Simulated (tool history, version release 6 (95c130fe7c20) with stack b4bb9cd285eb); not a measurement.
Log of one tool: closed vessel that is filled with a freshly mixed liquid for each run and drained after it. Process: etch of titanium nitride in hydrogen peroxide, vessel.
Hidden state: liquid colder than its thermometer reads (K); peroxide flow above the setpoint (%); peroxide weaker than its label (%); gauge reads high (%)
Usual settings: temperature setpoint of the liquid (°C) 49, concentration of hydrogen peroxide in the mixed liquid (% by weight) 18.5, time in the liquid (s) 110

run	hour	temperature setpoint of the liquid (°C)	concentration of hydrogen peroxide in the mixed liquid (% by weight)	time in the liquid (s)	wafers since the last listed run	hours since the thermometer was replaced	hours since the peroxide flow meter was replaced	hours since the drum of peroxide was connected	hours since the gauge calibration	read-back film thickness of the titanium nitride reference wafer, read on the same gauge (nm)	thickness taken off the titanium nitride on a monitor wafer (Å)
1	0	46.5	14.5	110	0	896.9	627.5	1022.7	63.4	110	42.4
2	28.1	46.5	14.5	110	3396	925	655.6	1050.8	91.5	110	43.1
3	47.4	46.5	14.5	110	2332	944.3	674.9	1070.1	110.8	109.99	42.3
4	68.7	55	16	110	2574	965.6	696.2	1091.4	132.1	110.02	79.8
5	92.4	55	16	110	2864	989.3	719.9	1115.1	155.8	109.99	79.9
6	126.8	52.5	18.5	110	4157	1023.7	754.3	1149.5	190.2	109.97	70.6
7	139	52.5	18.5	110	1474	1035.9	766.5	1161.7	202.4	110.06	69.5
8	162	46.5	20	110	2779	1058.9	789.5	1184.7	225.4	110	45.6
9	177	49	18.5	110	1812	1073.9	804.5	1199.7	240.4	110.03	53.5
10	200.6	49	18.5	65	2852	1097.5	828.1	1223.3	264	109.99	31.9
11	234.7	49	18.5	65	4121	1131.6	862.2	1257.4	298.1	110.02	31.8
12	264.7	49	18.5	110	3625	1161.6	892.2	1287.4	328.1	110.07	53.9
13	280.3	44.5	18.5	110	1885	1177.2	907.8	1303	343.7	110.03	38.8
14	314.3	41.5	13	70	4109	1211.2	941.8	1337	377.7	110.03	18.3
# hour 326.2: peroxide flow meter replaced
15	332.3	54.5	23	170	2054	1229.2	6.1	1355	395.7	110.02	131.2
# hour 358.7: gauge calibrated
16	366.5	49	18.5	170	4133	1263.4	40.3	1389.2	7.8	109.99	83.4
17	386.6	49	14	80	2429	1283.5	60.4	1409.3	27.9	109.98	37.1
18	401.9	44	18.5	110	1849	1298.8	75.7	1424.6	43.2	109.99	36.9
19	422.9	41.5	16	110	2538	1319.8	96.7	1445.6	64.2	110.02	29.4
20	457.2	49	18.5	110	4145	1354.1	131	1479.9	98.5	109.97	53.6
# hour 469.4: new drum of peroxide connected
# hour 473.3: thermometer replaced
21	473.9	49	18.5	110	1776	0.6	147.7	4.5	115.2	109.98	53.6
22	499.4	43.5	23	55	3081	26.1	173.2	30	140.7	110	18.5
23	512.6	40.5	15.5	110	1595	39.3	186.4	43.2	153.9	109.94	27.7
24	536.5	49	18.5	110	2888	63.2	210.3	67.1	177.8	110.01	54.3
25	561	49	15.5	110	2961	87.7	234.8	91.6	202.3	110.04	52.2
26	595.1	42.5	18.5	110	4121	121.8	268.9	125.7	236.4	110	33.7

3 ways to go on from here, each from the tool as it stands after run 26. What would each give?
A	595.8	49	18.5	110	84	122.5	269.6	126.4	237.1	?	?
B	595.8	57	14	160	84	122.5	269.6	126.4	237.1	?	?
C	595.8	49	18.5	160	84	122.5	269.6	126.4	237.1	?	?

run	read-back film thickness of the titanium nitride reference wafer, read on the same gauge (nm)	thickness taken off the titanium nitride on a monitor wafer (Å)
A	110.02	54.4
B	110.02	131.5
C	110.02	79.1
Without the tool's hidden state the same runs would have given:
run	thickness taken off the titanium nitride on a monitor wafer (Å)
A	54.4
B	131.5
C	79.1

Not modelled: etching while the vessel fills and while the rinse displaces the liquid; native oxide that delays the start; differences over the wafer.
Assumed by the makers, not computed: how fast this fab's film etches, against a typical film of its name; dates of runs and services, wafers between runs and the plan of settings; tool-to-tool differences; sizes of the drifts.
